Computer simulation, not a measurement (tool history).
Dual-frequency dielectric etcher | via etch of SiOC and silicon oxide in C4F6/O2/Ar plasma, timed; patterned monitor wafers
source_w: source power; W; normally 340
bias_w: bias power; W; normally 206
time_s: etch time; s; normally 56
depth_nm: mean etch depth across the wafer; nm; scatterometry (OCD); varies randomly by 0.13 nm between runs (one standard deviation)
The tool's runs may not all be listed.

run,hour,source_w,bias_w,time_s,wafers since the last listed run,hours since the last wet clean,hours since the last source power generator calibration,hours since the last bias power generator calibration,hours since the last upper electrode change,hours since the gauge calibration,"read-back reference wafer on the same gauge, depth_nm",depth_nm
1,0,340,206,56,0,137.5,822.7,1197.2,1754.9,370.9,68.3,59.9
2,24.4,340,206,56,306,161.9,847.1,1221.6,1779.3,395.3,68.3,60
3,94.4,340,206,56,880,231.9,917.1,1291.6,1849.3,465.3,68.3,60.5
4,128.3,340,206,56,426,265.8,951,1325.5,1883.2,499.2,68.3,60.7
5,182.9,340,206,56,686,320.4,1005.6,1380.1,1937.8,553.8,68.3,60.7
# hour 297.7: wet clean of the chamber
6,398.4,340,206,56,2408,100.7,1221.1,1595.6,2153.3,769.3,68.3,56.7
7,441.3,290,206,56,539,143.6,1264,1638.5,2196.2,812.2,68.3,51.6
# hour 467.6: wet clean of the chamber, repeated, since the last time left the tool worse
# hour 469.5: gauge calibrated
# hour 471.9: upper electrode replaced
8,472.4,270,206,56,35,4.8,1295.1,1669.6,0.5,2.9,68.3,51.7
9,512.6,340,223,56,505,45,1335.3,1709.8,40.7,43.1,68.3,60.9
# hour 555: bias power generator calibrated
10,572.1,340,237,56,698,104.5,1394.8,17.1,100.2,102.6,68.3,62.3
11,624.8,340,206,56,662,157.2,1447.5,69.8,152.9,155.3,68.3,60.2
# hour 632.2: source power generator calibrated
12,683.7,320,223,48.5,690,216.1,51.5,128.7,211.8,214.2,68.3,51.4
13,835.6,410,228,42.5,1910,368,203.4,280.6,363.7,366.1,68.3,52.4
# hour 915.5: wet clean of the chamber
14,916,340,206,56,709,0.5,283.8,361,444.1,446.5,68.3,59

What if the next run were any one of these 4? Each begins from the tool's condition after run 14:
A,916.4,340,172,56,5,0.9,284.2,361.4,444.5,446.9,?,?
B,916.4,380,206,56,5,0.9,284.2,361.4,444.5,446.9,?,?
C,916.4,340,206,64.5,5,0.9,284.2,361.4,444.5,446.9,?,?
D,916.4,340,206,40,5,0.9,284.2,361.4,444.5,446.9,?,?

run,"read-back reference wafer on the same gauge, depth_nm",depth_nm
A,68.3,56.4
B,68.3,63
C,68.3,68.2
D,68.3,42.3
Without the tool's hidden state the same runs would have given:
run,depth_nm
A,56.5
B,63.2
C,68.4
D,42.4
